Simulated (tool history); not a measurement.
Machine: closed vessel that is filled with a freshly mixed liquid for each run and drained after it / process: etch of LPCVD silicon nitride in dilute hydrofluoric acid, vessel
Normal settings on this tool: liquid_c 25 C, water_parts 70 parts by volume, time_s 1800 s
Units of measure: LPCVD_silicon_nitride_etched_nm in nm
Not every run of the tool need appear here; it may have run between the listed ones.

run,day,liquid_c,water_parts,time_s,"read-back film thickness of the LPCVD silicon nitride reference wafer, read on the same gauge (nm)",LPCVD_silicon_nitride_etched_nm
1,0,25,70,1800,30.75,14.2
2,2.15,25,70,1800,30.8,14.04
3,5.704,25,70,1800,30.89,14.08
4,7.796,25,70,1510,30.87,11.81
5,9.762,25,70,1510,30.95,11.75
6,12.062,25,70,1510,30.97,11.78
7,14.738,25,70,1465,31.02,11.45
8,16.429,25,70,1465,31.07,11.44
9,20.742,22.5,70,1800,31.13,11.9
10,23.696,22.5,70,1800,31.2,12.07
11,26.288,22.5,70,1800,31.21,12.04
12,27.817,25,70,1800,31.29,14.35
13,37.938,25,70,1800,31.46,14.23
# day 39.967: hydrofluoric acid flow meter replaced
14,40.138,25,70,1800,31.48,14.42
15,44.417,25,70,1800,31.56,14.36
16,47.475,28,70,1800,31.61,17.62
# day 47.708: gauge calibrated
17,49.4,28.5,100,1510,29.94,10.13
18,52.771,20.5,50,2650,29.95,20.64
19,56.85,25,70,1800,30.07,13.65
# day 57.304: thermometer replaced
20,60.608,29,70,2865,30.12,28.4
21,62.683,25,40,2255,30.15,29.85
22,64.621,26.5,70,1800,30.19,15.14
23,68.079,25,70,1800,30.28,13.76
24,71.117,25,70,1800,30.31,14.02
25,75.483,23.5,35,2385,30.41,32.58
26,76.983,22.5,35,2685,30.41,34.61
27,79.221,25,70,1800,30.45,13.68
28,80.783,26.5,90,1505,30.48,10.09
29,84.504,25,70,1800,30.56,13.86

Consider 4 possible next runs. They are alternatives, not a sequence: every one starts from the tool as it was left by run 29. What does each give?
A,84.55,25,70,1155,?,?
B,84.55,25,95,1800,?,?
C,84.55,22.5,70,2655,?,?
D,84.55,22,85,990,?,?

run,"read-back film thickness of the LPCVD silicon nitride reference wafer, read on the same gauge (nm)",LPCVD_silicon_nitride_etched_nm
A,30.54,8.92
B,30.54,10.28
C,30.54,17.34
D,30.54,5.17
Take away the tool's hidden state, keep each run's random variation, and the runs would have read:
run,LPCVD_silicon_nitride_etched_nm
A,8.76
B,10.1
C,17.03
D,5.08
